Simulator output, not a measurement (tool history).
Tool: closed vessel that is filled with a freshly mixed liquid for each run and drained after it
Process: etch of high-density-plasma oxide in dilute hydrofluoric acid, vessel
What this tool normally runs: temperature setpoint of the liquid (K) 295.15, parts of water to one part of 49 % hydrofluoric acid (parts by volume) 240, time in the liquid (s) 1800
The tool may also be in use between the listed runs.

| run | hour | temperature setpoint of the liquid (K) | parts of water to one part of 49 % hydrofluoric acid (parts by volume) | time in the liquid (s) | read-back film thickness of the high-density-plasma oxide reference wafer, read on the same gauge (nm) | thickness taken off the high-density-plasma oxide on a monitor wafer (Å) |
|---|---|---|---|---|---|---|
| 1 | 0.0 | 295.15 | 240 | 1800 | 130.01 | 299.2 |
| 2 | 47.9 | 295.15 | 240 | 1800 | 130.00 | 296.3 |
| 3 | 72.9 | 295.15 | 240 | 1800 | 130.02 | 296.2 |
| 4 | 112.0 | 295.15 | 240 | 1800 | 130.00 | 291.9 |
| 5 | 163.2 | 295.15 | 240 | 1800 | 129.99 | 291.2 |
| 6 | 233.0 | 295.15 | 240 | 1800 | 130.00 | 288.4 |
| 7 | 259.0 | 295.15 | 240 | 1800 | 130.00 | 286.5 |
| 8 | 315.5 | 296.65 | 240 | 1800 | 129.98 | 303.7 |
|  | 362.3 | gauge calibrated |
| 9 | 383.6 | 296.65 | 240 | 1800 | 129.99 | 298.3 |
| 10 | 433.0 | 296.65 | 240 | 1800 | 130.01 | 293.5 |
| 11 | 489.7 | 295.15 | 240 | 1800 | 130.00 | 274.1 |
| 12 | 529.8 | 295.15 | 240 | 1800 | 130.00 | 271.9 |
| 13 | 586.5 | 292.15 | 240 | 2185 | 130.01 | 291.3 |
| 14 | 614.6 | 295.15 | 240 | 1800 | 130.03 | 267.6 |
| 15 | 641.9 | 295.15 | 240 | 1800 | 130.00 | 265.5 |
|  | 660.5 | thermometer replaced |
| 16 | 694.7 | 295.15 | 240 | 2520 | 129.99 | 408.1 |
| 17 | 749.0 | 295.15 | 240 | 1800 | 130.01 | 286.4 |
| 18 | 784.2 | 295.15 | 240 | 1800 | 130.00 | 282.2 |
| 19 | 843.7 | 291.15 | 175 | 1355 | 130.01 | 265.2 |
| 20 | 913.4 | 293.15 | 305 | 1360 | 130.00 | 142.7 |
| 21 | 1049.0 | 295.15 | 335 | 1800 | 129.99 | 176.7 |
|  | 1076.5 | hydrofluoric acid flow meter replaced |
| 22 | 1097.3 | 290.65 | 325 | 775 | 130.02 | 70.5 |
| 23 | 1160.0 | 298.15 | 295 | 990 | 130.00 | 132.3 |
| 24 | 1208.6 | 293.65 | 240 | 1435 | 130.01 | 212.3 |
| 25 | 1259.4 | 295.15 | 240 | 1800 | 129.99 | 280.6 |
| 26 | 1305.6 | 295.15 | 240 | 1800 | 130.01 | 273.3 |
|  | 1354.3 | thermometer replaced |
| 27 | 1369.3 | 295.15 | 240 | 1800 | 130.01 | 291.8 |
| 28 | 1415.5 | 295.15 | 185 | 2635 | 129.97 | 584.9 |
| 29 | 1468.0 | 295.15 | 240 | 1800 | 130.00 | 285.5 |
| 30 | 1497.0 | 293.15 | 240 | 2765 | 130.02 | 404.3 |
| 31 | 1549.3 | 295.15 | 125 | 840 | 130.00 | 290.2 |
| 32 | 1585.0 | 296.65 | 320 | 1800 | 130.00 | 207.1 |

Alternative continuations, all from the tool just after run 32; predict every row:
| A | 1586.2 | 295.15 | 240 | 1800 | ? | ? |
| B | 1586.2 | 295.15 | 300 | 2600 | ? | ? |
| C | 1586.2 | 297.65 | 290 | 1800 | ? | ? |

| run | read-back film thickness of the high-density-plasma oxide reference wafer, read on the same gauge (nm) | thickness taken off the high-density-plasma oxide on a monitor wafer (Å) |
|---|---|---|
| A | 129.98 | 283.1 |
| B | 129.98 | 309.0 |
| C | 129.98 | 244.3 |
With the hidden condition removed and each run's random variation left untouched, the same runs would have given:
| run | thickness taken off the high-density-plasma oxide on a monitor wafer (Å) |
|---|---|
| A | 308.1 |
| B | 336.2 |
| C | 265.4 |
